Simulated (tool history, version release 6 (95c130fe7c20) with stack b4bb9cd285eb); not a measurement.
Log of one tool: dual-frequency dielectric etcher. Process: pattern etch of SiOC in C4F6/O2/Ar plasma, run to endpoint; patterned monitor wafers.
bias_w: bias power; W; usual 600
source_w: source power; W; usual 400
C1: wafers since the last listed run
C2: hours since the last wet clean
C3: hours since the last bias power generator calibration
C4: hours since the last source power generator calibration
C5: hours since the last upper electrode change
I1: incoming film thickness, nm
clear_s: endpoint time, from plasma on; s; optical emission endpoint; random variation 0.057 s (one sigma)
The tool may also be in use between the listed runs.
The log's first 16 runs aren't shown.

run 17 day=20.7 | bias_w=600 source_w=400 | C1=357 C2=314.2 C3=3851.2 C4=3343.9 C5=4516.2 | I1=31.86 | clear_s=9.3
run 18 day=21.583 | bias_w=600 source_w=330 | C1=347 C2=335.4 C3=3872.4 C4=3365.1 C5=4537.4 | I1=31.38 | clear_s=9.7
run 19 day=22.746 | bias_w=600 source_w=340 | C1=457 C2=363.3 C3=3900.3 C4=3393 C5=4565.3 | I1=31.47 | clear_s=9.7
run 20 day=23.621 | bias_w=600 source_w=470 | C1=344 C2=384.3 C3=3921.3 C4=3414 C5=4586.3 | I1=31.41 | clear_s=8.6
run 21 day=24.704 | bias_w=549 source_w=320 | C1=426 C2=410.3 C3=3947.3 C4=3440 C5=4612.3 | I1=31.57 | clear_s=10.3
run 22 day=25.3 | bias_w=600 source_w=480 | C1=234 C2=424.6 C3=3961.6 C4=3454.3 C5=4626.6 | I1=31.29 | clear_s=8.4
run 23 day=26.275 | bias_w=517 source_w=470 | C1=383 C2=448 C3=3985 C4=3477.7 C5=4650 | I1=31.34 | clear_s=9.2
run 24 day=27.633 | bias_w=510 source_w=480 | C1=534 C2=480.6 C3=4017.6 C4=3510.3 C5=4682.6 | I1=31.64 | clear_s=9.3

Forecast run 25:
run 25 day=28.342 | bias_w=533 source_w=400 | C1=278 C2=497.6 C3=4034.6 C4=3527.3 C5=4699.6 | I1=31.41 | clear_s=?

{"run 25": {"clear_s": 9.6}}
Without the tool's hidden state the same run would have given clear_s 10 s.

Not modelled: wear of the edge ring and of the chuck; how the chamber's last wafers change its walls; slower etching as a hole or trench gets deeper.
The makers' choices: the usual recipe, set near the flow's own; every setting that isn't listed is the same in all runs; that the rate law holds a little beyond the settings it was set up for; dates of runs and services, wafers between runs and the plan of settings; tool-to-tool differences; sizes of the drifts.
